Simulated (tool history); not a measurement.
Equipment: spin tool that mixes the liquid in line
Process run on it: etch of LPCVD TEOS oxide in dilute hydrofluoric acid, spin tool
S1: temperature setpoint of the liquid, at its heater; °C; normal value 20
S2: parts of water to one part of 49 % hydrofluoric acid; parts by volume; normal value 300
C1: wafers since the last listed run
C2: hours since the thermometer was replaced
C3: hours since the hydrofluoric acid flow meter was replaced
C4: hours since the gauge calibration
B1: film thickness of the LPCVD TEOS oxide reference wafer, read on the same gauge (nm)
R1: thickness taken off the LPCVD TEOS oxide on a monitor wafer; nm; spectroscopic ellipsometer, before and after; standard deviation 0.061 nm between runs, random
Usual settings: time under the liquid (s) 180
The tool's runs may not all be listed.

{"run": 1, "hour": 0.0, "S1": 20, "S2": 300, "time under the liquid (s)": 210, "C1": 0, "C2": 457.7, "C3": 1745, "C4": 172.4, "B1": 60, "R1": 14.82}
{"run": 2, "hour": 19.4, "S1": 20, "S2": 300, "time under the liquid (s)": 210, "C1": 110, "C2": 477.1, "C3": 1764.4, "C4": 191.8, "B1": 60, "R1": 14.72}
{"run": 3, "hour": 53.6, "S1": 20, "S2": 300, "time under the liquid (s)": 180, "C1": 195, "C2": 511.3, "C3": 1798.6, "C4": 226, "B1": 60, "R1": 12.68}
{"run": 4, "hour": 73.2, "S1": 20, "S2": 300, "time under the liquid (s)": 180, "C1": 111, "C2": 530.9, "C3": 1818.2, "C4": 245.6, "B1": 59.99, "R1": 12.63}
{"run": 5, "hour": 91.9, "S1": 20, "S2": 350, "time under the liquid (s)": 180, "C1": 106, "C2": 549.6, "C3": 1836.9, "C4": 264.3, "B1": 60, "R1": 10.37}
{"run": 6, "hour": 126.7, "S1": 20, "S2": 210, "time under the liquid (s)": 265, "C1": 198, "C2": 584.4, "C3": 1871.7, "C4": 299.1, "B1": 59.99, "R1": 29.03}
{"run": 7, "hour": 141.8, "S1": 20, "S2": 210, "time under the liquid (s)": 265, "C1": 86, "C2": 599.5, "C3": 1886.8, "C4": 314.2, "B1": 60.01, "R1": 29.23}
{"hour": 167.5, "done": "gauge calibrated"}
{"hour": 171.1, "done": "hydrofluoric acid flow meter replaced"}
{"run": 8, "hour": 171.9, "S1": 18, "S2": 340, "time under the liquid (s)": 230, "C1": 165, "C2": 629.6, "C3": 0.8, "C4": 4.4, "B1": 59.97, "R1": 11.03}
{"run": 9, "hour": 198.4, "S1": 20, "S2": 300, "time under the liquid (s)": 110, "C1": 151, "C2": 656.1, "C3": 27.3, "C4": 30.9, "B1": 59.98, "R1": 6.68}
{"hour": 200.6, "done": "thermometer replaced"}
{"run": 10, "hour": 228.8, "S1": 20, "S2": 300, "time under the liquid (s)": 105, "C1": 167, "C2": 28.2, "C3": 57.7, "C4": 61.3, "B1": 60, "R1": 6.46}
{"run": 11, "hour": 255.0, "S1": 20, "S2": 215, "time under the liquid (s)": 230, "C1": 149, "C2": 54.4, "C3": 83.9, "C4": 87.5, "B1": 59.98, "R1": 21.21}
{"run": 12, "hour": 269.5, "S1": 20, "S2": 415, "time under the liquid (s)": 180, "C1": 82, "C2": 68.9, "C3": 98.4, "C4": 102, "B1": 60.02, "R1": 7.2}
{"run": 13, "hour": 296.9, "S1": 17, "S2": 190, "time under the liquid (s)": 265, "C1": 156, "C2": 96.3, "C3": 125.8, "C4": 129.4, "B1": 60.01, "R1": 25.26}
{"run": 14, "hour": 325.8, "S1": 18, "S2": 340, "time under the liquid (s)": 230, "C1": 164, "C2": 125.2, "C3": 154.7, "C4": 158.3, "B1": 60, "R1": 11.27}

Consider 5 possible next runs. They are alternatives, not a sequence: every one starts from the tool as it was left by run 14. What does each give?
{"run": "A", "hour": 326.3, "S1": 20, "S2": 390, "time under the liquid (s)": 180, "C1": 2, "C2": 125.7, "C3": 155.2, "C4": 158.8, "B1": "?", "R1": "?"}
{"run": "B", "hour": 326.3, "S1": 23.5, "S2": 300, "time under the liquid (s)": 80, "C1": 2, "C2": 125.7, "C3": 155.2, "C4": 158.8, "B1": "?", "R1": "?"}
{"run": "C", "hour": 326.3, "S1": 20, "S2": 205, "time under the liquid (s)": 180, "C1": 2, "C2": 125.7, "C3": 155.2, "C4": 158.8, "B1": "?", "R1": "?"}
{"run": "D", "hour": 326.3, "S1": 23.5, "S2": 210, "time under the liquid (s)": 110, "C1": 2, "C2": 125.7, "C3": 155.2, "C4": 158.8, "B1": "?", "R1": "?"}
{"run": "E", "hour": 326.3, "S1": 17, "S2": 200, "time under the liquid (s)": 180, "C1": 2, "C2": 125.7, "C3": 155.2, "C4": 158.8, "B1": "?", "R1": "?"}

run=A B1=59.99 R1=7.81
run=B B1=59.99 R1=5.52
run=C B1=59.99 R1=17.49
run=D B1=59.99 R1=11.85
run=E B1=59.99 R1=16.01
The same runs, with their run-to-run variation unchanged, on a tool lacking any hidden condition would have given:
run=A R1=7.59
run=B R1=5.37
run=C R1=17.05
run=D R1=11.55
run=E R1=15.61
